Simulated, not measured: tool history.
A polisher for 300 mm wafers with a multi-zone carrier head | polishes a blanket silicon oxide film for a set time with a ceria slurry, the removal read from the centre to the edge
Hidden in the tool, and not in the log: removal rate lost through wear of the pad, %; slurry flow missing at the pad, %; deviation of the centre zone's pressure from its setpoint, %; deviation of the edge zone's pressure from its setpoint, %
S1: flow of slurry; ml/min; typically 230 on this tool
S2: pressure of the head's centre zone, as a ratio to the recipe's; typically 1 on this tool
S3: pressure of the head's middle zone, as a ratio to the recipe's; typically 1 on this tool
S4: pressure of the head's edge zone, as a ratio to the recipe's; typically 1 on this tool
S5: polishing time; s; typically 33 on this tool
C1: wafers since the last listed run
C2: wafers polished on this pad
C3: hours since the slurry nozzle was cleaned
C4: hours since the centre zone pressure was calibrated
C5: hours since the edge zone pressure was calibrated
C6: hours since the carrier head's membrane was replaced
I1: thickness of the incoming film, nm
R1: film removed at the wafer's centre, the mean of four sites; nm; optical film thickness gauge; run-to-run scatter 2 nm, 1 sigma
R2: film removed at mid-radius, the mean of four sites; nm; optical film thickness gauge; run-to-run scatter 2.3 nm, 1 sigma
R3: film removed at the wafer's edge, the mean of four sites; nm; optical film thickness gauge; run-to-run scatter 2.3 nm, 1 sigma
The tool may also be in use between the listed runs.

| run | day | S1 | S2 | S3 | S4 | S5 | C1 | C2 | C3 | C4 | C5 | C6 | I1 | R1 | R2 | R3 |
|---|---|---|---|---|---|---|---|---|---|---|---|---|---|---|---|---|
| 1 | 0 | 230 | 1 | 1 | 1 | 33 | 0 | 555 | 99.5 | 1067.2 | 15.7 | 34.7 | 1467.7 | 172.5 | 161.6 | 168 |
| 2 | 0.583 | 230 | 1 | 1 | 1 | 33 | 128 | 683 | 113.5 | 1081.2 | 29.7 | 48.7 | 1480.6 | 177.3 | 163.8 | 163.6 |
| 3 | 1.042 | 230 | 1 | 1 | 1 | 33 | 100 | 784 | 124.5 | 1092.2 | 40.7 | 59.7 | 1477.8 | 182 | 168.6 | 159.7 |
| 4 | 1.312 | 230 | 1.11 | 1 | 1.06 | 33 | 59 | 844 | 131 | 1098.7 | 47.2 | 66.2 | 1474.5 | 192.9 | 161.9 | 167.6 |
|  | 1.679 | worn pad replaced by a new one |
| 5 | 1.775 | 230 | 1.11 | 1 | 1.06 | 33 | 65 | 21 | 142.1 | 1109.8 | 58.3 | 77.3 | 1482.9 | 197.9 | 165.8 | 168.3 |
| 6 | 2.421 | 230 | 1 | 0.96 | 1 | 25 | 142 | 163 | 157.6 | 1125.3 | 73.8 | 92.8 | 1497.5 | 136.8 | 117 | 124.8 |
|  | 2.867 | centre zone pressure recalibrated |
| 7 | 2.983 | 230 | 1 | 1 | 1 | 33 | 105 | 268 | 171.1 | 2.8 | 87.3 | 106.3 | 1475.5 | 184.8 | 160.9 | 161.4 |
| 8 | 3.554 | 230 | 0.92 | 1.04 | 1 | 24 | 125 | 394 | 184.8 | 16.5 | 101 | 120 | 1462 | 130 | 122.2 | 116.5 |
| 9 | 4.008 | 230 | 1 | 1 | 1 | 33 | 100 | 494 | 195.7 | 27.4 | 111.9 | 130.9 | 1498.1 | 191 | 160.5 | 161.6 |
| 10 | 4.4 | 230 | 1 | 1 | 0.92 | 33 | 86 | 580 | 205.1 | 36.8 | 121.3 | 140.3 | 1471.6 | 187.1 | 168.4 | 156.2 |
| 11 | 4.858 | 230 | 1 | 1 | 0.9 | 33 | 100 | 681 | 216.1 | 47.8 | 132.3 | 151.3 | 1478.2 | 191.4 | 161.4 | 156.2 |
| 12 | 5.325 | 230 | 1 | 1 | 1 | 29 | 102 | 784 | 227.3 | 59 | 143.5 | 162.5 | 1500.4 | 169.2 | 143 | 140.9 |
| 13 | 5.708 | 230 | 1 | 1 | 1 | 33 | 84 | 868 | 236.5 | 68.2 | 152.7 | 171.7 | 1474.5 | 189.7 | 158.7 | 161.2 |
|  | 5.762 | slurry nozzle cleaned |
|  | 5.992 | centre zone pressure recalibrated, repeated, since the last time left the tool worse |
| 14 | 6.058 | 270 | 1 | 1.05 | 1 | 43 | 49 | 918 | 7.1 | 1.6 | 161.1 | 180.1 | 1491.8 | 226.8 | 220.6 | 213.9 |
|  | 6.546 | worn pad replaced by a new one |
| 15 | 6.567 | 210 | 1.11 | 1 | 1 | 29 | 75 | 4 | 19.3 | 13.8 | 173.3 | 192.3 | 1493.4 | 163.3 | 142.2 | 142.6 |
| 16 | 7.025 | 295 | 1 | 1.09 | 1 | 33 | 100 | 105 | 30.3 | 24.8 | 184.3 | 203.3 | 1488.4 | 173.3 | 179.1 | 166.4 |
| 17 | 7.308 | 230 | 1.04 | 0.94 | 1.11 | 33 | 62 | 168 | 37.1 | 31.6 | 191.1 | 210.1 | 1487.9 | 180.1 | 155.6 | 173.1 |
| 18 | 7.688 | 230 | 1.04 | 0.94 | 1.11 | 33 | 83 | 251 | 46.2 | 40.7 | 200.2 | 219.2 | 1481.6 | 174.7 | 151.6 | 174.3 |
| 19 | 8.433 | 230 | 1 | 1 | 1 | 33 | 164 | 415 | 64.1 | 58.6 | 218.1 | 237.1 | 1480.7 | 168.5 | 163.1 | 164.8 |
| 20 | 8.821 | 230 | 1.06 | 1 | 1 | 21 | 85 | 501 | 73.4 | 67.9 | 227.4 | 246.4 | 1498 | 114.2 | 103 | 105 |
| 21 | 9.404 | 280 | 1 | 1 | 1 | 44 | 128 | 629 | 87.4 | 81.9 | 241.4 | 260.4 | 1481.4 | 232.9 | 221.9 | 220 |
| 22 | 10.121 | 160 | 1 | 0.9 | 1 | 33 | 157 | 787 | 104.6 | 99.1 | 258.6 | 277.6 | 1462.2 | 159.4 | 143.1 | 157 |
| 23 | 10.488 | 230 | 1 | 1 | 1 | 33 | 80 | 868 | 113.4 | 107.9 | 267.4 | 286.4 | 1475.2 | 167.9 | 161.1 | 164.1 |

Hidden condition of the tool, last listed run before each entry between runs versus first listed run after:
After run 4, before run 5: worn pad replaced by a new one (day 1.679)
  deviation of the centre zone's pressure from its setpoint, %: 7.5 -> 7.6
  measured result minus the result with no hidden state, R1: +11.8 -> +12.3 nm
After run 6, before run 7: centre zone pressure recalibrated (day 2.867)
  deviation of the centre zone's pressure from its setpoint, %: 7.74 -> 15
  measured result minus the result with no hidden state, R1: +8.7 -> +21.3 nm
After run 13, before run 14: slurry nozzle cleaned (day 5.762); centre zone pressure recalibrated, repeated, since the last time left the tool worse (day 5.992)
  deviation of the centre zone's pressure from its setpoint, %: 15.5 -> 1.07
  measured result minus the result with no hidden state, R1: +22.7 -> +2.1 nm
After run 14, before run 15: worn pad replaced by a new one (day 6.546)
  deviation of the centre zone's pressure from its setpoint, %: 1.07 -> 1.18
  measured result minus the result with no hidden state, R1: +2.1 -> +1.6 nm
